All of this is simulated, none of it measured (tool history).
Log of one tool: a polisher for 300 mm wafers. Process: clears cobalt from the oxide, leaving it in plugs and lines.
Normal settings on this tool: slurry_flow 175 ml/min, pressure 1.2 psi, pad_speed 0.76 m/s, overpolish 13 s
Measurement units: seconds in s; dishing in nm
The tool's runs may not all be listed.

run    hour  slurry_flow  pressure  pad_speed  overpolish  incoming thickness of the incoming film, nm  seconds  dishing
  1     0.0          175       1.2       0.76          13                                        271.7    140.2     21.3
  2    62.8          175       1.2       0.88          13                                        275.2    130.1     23.5
       83.4  -- worn pad replaced by a new one
  3   101.7          175       1.2       0.88          13                                        273.0    126.4     23.0
  4   205.0          175       1.2       0.76          13                                        274.2    140.8     21.1
  5   289.3          175       1.2       0.76          13                                        275.7    139.0     22.1
      321.5  -- slurry nozzle cleaned
      329.7  -- worn pad replaced by a new one
  6   376.6          175       1.0       0.76          13                                        273.1    169.7     17.8
  7   418.9          175       1.0       0.76          13                                        271.8    167.8     18.4
      487.5  -- head pressure recalibrated
  8   514.3          175       1.0       0.76          13                                        279.3    176.2     18.2
      565.2  -- worn pad replaced by a new one
  9   593.4          175       0.9       0.76          13                                        272.1    187.5     16.4
      649.5  -- slurry nozzle cleaned
 10   675.4          230       1.2       0.76          13                                        269.4    133.1     22.4
 11   758.6          175       1.2       0.76          13                                        274.8    141.6     21.7
      795.4  -- worn pad replaced by a new one
 12   842.3          125       1.3       0.96          19                                        274.8    119.5     32.4
 13   949.4          175       1.3       0.76          18                                        271.5    128.0     30.9
      993.7  -- slurry nozzle cleaned
 14  1015.5          230       0.8       0.76          13                                        278.9    209.1     15.8
     1035.3  -- worn pad replaced by a new one
 15  1071.0          175       1.5       0.76          13                                        270.4    114.9     26.5
 16  1166.9          200       0.9       0.76          13                                        278.7    191.9     16.5

What was the tool's hidden state at every run in the log?
removal rate lost through wear of the pad, %: 0, the same for each run
slurry flow missing at the pad, %: 0, the same for each run
deviation of the head's pressure from its setpoint, %: 0, the same for each run
